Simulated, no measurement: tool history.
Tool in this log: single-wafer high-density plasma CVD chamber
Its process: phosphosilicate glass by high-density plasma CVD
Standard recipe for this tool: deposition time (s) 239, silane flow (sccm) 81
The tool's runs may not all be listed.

run	hour	deposition time (s)	silane flow (sccm)	wafers since the last listed run	hours since the silane flow controller was replaced	hours since the gauge calibration	read-back reference wafer on the same gauge, thickness_nm	mean film thickness on the monitor wafer (Å)
1	0	239	81	0	3708.6	265.8	2078.747	20671.62
2	26.3	239	81	240	3734.9	292.1	2082.869	20733.23
3	78	239	81	472	3786.6	343.8	2078.173	20343.02
4	136.1	239	81	530	3844.7	401.9	2080.138	20351.62
5	207.8	239	81	654	3916.4	473.6	2078.934	20405.24
6	246.4	239	81	352	3955	512.2	2076.479	20658.23
7	289.3	271	81	391	3997.9	555.1	2078.386	23527.9
8	342.6	271	81	486	4051.2	608.4	2080.044	23429.2
9	367.5	271	81	227	4076.1	633.3	2080.208	23323.04
10	436.8	239	81	632	4145.4	702.6	2081.217	20495.56
11	466.2	239	81	268	4174.8	732	2081.649	20439.82
12	531.9	239	81	599	4240.5	797.7	2081.078	20483.78
13	574.8	239	81	391	4283.4	840.6	2079.473	20351.54
14	645.4	239	81	644	4354	911.2	2078.042	20662.31
# hour 665.6: silane flow controller replaced
15	670.2	239	81	153	4.6	936	2081.641	19364.34
16	730.7	269	75	552	65.1	996.5	2081.032	20336.11
17	778.1	269	75	432	112.5	1043.9	2079.476	20058.31
18	831.2	269	75	484	165.6	1097	2079.072	19931.27
19	893.8	215	81	571	228.2	1159.6	2078.968	17323.56

What does the tool deliver on the next run?
20	948.9	211	74	503	283.3	1214.7	?	?

read-back reference wafer on the same gauge, thickness_nm: 2083.88
mean film thickness on the monitor wafer (Å): 15606.03
On a tool with no hidden condition, and with the same random variation, this run would have come out at mean film thickness on the monitor wafer (Å) 15435.73.
